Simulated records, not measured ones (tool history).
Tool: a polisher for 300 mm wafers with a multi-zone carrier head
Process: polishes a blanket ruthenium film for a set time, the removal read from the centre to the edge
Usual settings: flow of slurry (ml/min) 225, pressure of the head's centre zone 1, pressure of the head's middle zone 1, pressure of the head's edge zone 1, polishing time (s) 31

run,hour,flow of slurry (ml/min),pressure of the head's centre zone,pressure of the head's middle zone,pressure of the head's edge zone,polishing time (s),"incoming thickness of the incoming film, nm",film removed at the wafer's centre (nm),film removed at mid-radius (nm),film removed at the wafer's edge (nm)
1,0,225,0.93,1,1,31,393.5,28.5,28.2,29.3
2,61.8,225,1,1,1,31,390.4,30.9,28.1,28.6
3,113.7,225,1,1,1,31,381.9,30.4,28.6,29
# hour 122.4: slurry nozzle cleaned
# hour 151.9: worn pad replaced by a new one
4,161.6,225,1,1,1,23,392.9,24,21,22.2
5,203.8,225,1,1,1,31,389.2,31.3,28.8,29.1
6,265.5,225,1,1,1,31,389.6,31.3,28.8,29.1
# hour 385.1: worn pad replaced by a new one
7,385.6,225,1,1,1,31,388.2,31.2,28.7,29.2
8,451,185,1,1,1,31,390.8,31.3,27.7,28.7
# hour 486.7: centre zone pressure recalibrated
# hour 545.5: slurry nozzle cleaned
9,548.9,245,1,1,1.08,31,384.6,29,29,29.9
# hour 618.9: worn pad replaced by a new one
10,644.9,245,1,1.06,1,31,390.2,30.6,30.5,30
# hour 700.4: carrier head's membrane replaced by a new one
11,732.5,245,1,1.06,1,31,392.1,31,30.1,29.6
12,777.5,225,1,1,1.03,34,388.5,33.4,30.9,32.2
# hour 805.5: edge zone pressure recalibrated
13,817.5,245,1,1.06,1,31,386.2,31.2,29.9,28.9
# hour 852.3: worn pad replaced by a new one
# hour 892.2: slurry nozzle cleaned
14,899.1,225,1,1,1,31,386.8,31.5,28.7,29.5
15,982.8,225,1,1.05,1,31,396,31.6,29.4,29.4
16,1053,225,1,1,1,22,390.1,22.1,20.3,20.8
# hour 1109.9: worn pad replaced by a new one
17,1126,160,1,1,1.1,31,386.3,29.6,27,29.2

Some steps in film removed at the wafer's centre (nm) between neighbouring runs. How much of each would the tool show without its hidden state too (settings, what came in, random variation), and how much is left for the hidden state, with any gauge scatter that isn't in both results?
The hidden state here: removal rate lost through wear of the pad, %; slurry flow missing at the pad, %; deviation of the centre zone's pressure from its setpoint, %; deviation of the edge zone's pressure from its setpoint, %.
Run 8 -> 9: flow of slurry (ml/min) 185 -> 245, pressure of the head's edge zone 1 -> 1.08, centre zone pressure recalibrated, slurry nozzle cleaned. film removed at the wafer's centre (nm) -2.3: hidden state -2.4, all else +0.1.
Run 15 -> 16: pressure of the head's middle zone 1.05 -> 1, polishing time (s) 31 -> 22. film removed at the wafer's centre (nm) -9.5: hidden state -0.8, all else -8.7.
